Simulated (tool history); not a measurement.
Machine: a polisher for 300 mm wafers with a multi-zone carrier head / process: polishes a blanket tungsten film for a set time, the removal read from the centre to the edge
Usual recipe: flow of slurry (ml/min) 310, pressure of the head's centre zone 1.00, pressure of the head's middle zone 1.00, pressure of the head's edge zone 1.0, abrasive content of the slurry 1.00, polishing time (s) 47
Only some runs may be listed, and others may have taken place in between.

run     day  flow of slurry (ml/min)  pressure of the head's centre zone  pressure of the head's middle zone  pressure of the head's edge zone  abrasive content of the slurry  polishing time (s)  incoming thickness of the incoming film, nm  film removed at the wafer's centre (angstrom)  film removed at mid-radius (angstrom)  film removed at the wafer's edge (angstrom)
  1   0.000                      310                                1.00                                1.00                               1.0                            1.00                  47                                       1047.7                                           2794                                   2640                                         2919
  2   2.150                      355                                0.90                                1.00                               1.0                            1.00                  47                                       1054.6                                           2551                                   2714                                         2900
      2.567  -- worn pad replaced by a new one
      2.946  -- slurry nozzle cleaned, repeated, since the last time left the tool worse
  3   4.962                      310                                1.04                                1.00                               1.0                            1.00                  37                                       1065.8                                           2562                                   2293                                         2460
  4   8.158                      310                                1.00                                1.00                               1.0                            0.80                  34                                       1042.3                                           2165                                   2095                                         2170
      9.692  -- centre zone pressure recalibrated
  5  12.071                      215                                1.00                                0.92                               1.0                            1.15                  47                                       1057.5                                           3007                                   2718                                         3022
  6  14.954                      345                                1.00                                1.00                               1.0                            1.00                  47                                       1055.8                                           3157                                   2965                                         3124
     16.042  -- edge zone pressure recalibrated
  7  16.946                      310                                1.00                                1.00                               1.0                            1.00                  43                                       1055.4                                           2845                                   2768                                         2793
  8  20.438                      310                                1.00                                1.00                               1.0                            1.00                  47                                       1039.3                                           3106                                   2940                                         3036
  9  24.271                      220                                0.96                                1.00                               1.0                            1.00                  47                                       1033.1                                           2748                                   2775                                         2960
     26.512  -- slurry nozzle cleaned
 10  27.608                      270                                1.00                                1.00                               1.0                            1.00                  35                                       1058.0                                           2258                                   2206                                         2268

Run 11 comes next. What will it give?
     30.154  -- worn pad replaced by a new one
 11  31.400                      310                                1.00                                1.00                               1.1                            1.00                  60                                       1046.7                                              ?                                      ?                                            ?

{"run 11": {"film removed at the wafer's centre (angstrom)": 3998, "film removed at mid-radius (angstrom)": 3828, "film removed at the wafer's edge (angstrom)": 4112}}
Take away the tool's hidden state, keep the run-to-run variation as it was, and the same run would have given film removed at the wafer's centre (angstrom) 4009, film removed at mid-radius (angstrom) 3838, film removed at the wafer's edge (angstrom) 4121.
